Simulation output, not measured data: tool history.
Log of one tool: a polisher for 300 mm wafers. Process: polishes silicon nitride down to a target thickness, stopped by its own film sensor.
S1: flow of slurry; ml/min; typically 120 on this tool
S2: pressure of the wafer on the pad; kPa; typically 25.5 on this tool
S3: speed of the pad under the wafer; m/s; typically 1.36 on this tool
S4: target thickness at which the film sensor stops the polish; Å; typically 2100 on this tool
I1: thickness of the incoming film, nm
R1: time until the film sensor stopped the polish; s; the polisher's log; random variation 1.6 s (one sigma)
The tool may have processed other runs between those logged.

run,hour,S1,S2,S3,S4,I1,R1
1,0.0,120,25.5,1.06,1270,514.6,234.8
2,29.7,120,25.5,1.06,1270,505.6,241.3
3,56.4,120,25.5,1.36,2100,501.8,155.6
4,83.1,120,25.5,1.66,2100,514.5,146.4
5,104.3,120,25.5,1.66,2100,504.5,144.2
# hour 113.1: slurry nozzle cleaned
6,116.5,120,25.5,1.66,2100,513.0,130.1
7,134.5,120,25.5,1.36,2100,516.6,164.0
# hour 140.3: worn pad replaced by a new one
# hour 154.7: head pressure recalibrated
8,165.1,135,25.5,1.36,2100,506.3,132.9
9,197.5,145,25.5,1.12,2100,515.8,162.7
10,220.4,120,25.5,1.36,2100,512.4,149.2
11,245.6,120,25.5,1.36,2750,518.2,127.5
12,263.6,120,28.3,1.12,2100,514.9,170.8
13,295.4,145,25.5,1.36,2620,506.0,126.7
14,327.4,120,25.5,1.36,2100,513.6,177.2

Here are 5 independent what-if runs from the current tool condition. What would each one return?
A,327.9,120,25.5,1.36,2100,509.1,?
B,327.9,120,22.8,1.36,2100,509.1,?
C,327.9,105,32.4,1.36,2100,509.1,?
D,327.9,120,25.5,1.36,1650,509.1,?
E,327.9,120,29.0,1.36,2100,509.1,?

run,R1
A,171.4
B,192.1
C,142.1
D,197.1
E,151.0
Without the tool's hidden state the same runs would have given:
run,R1
A,126.8
B,142.1
C,103.1
D,145.8
E,111.7
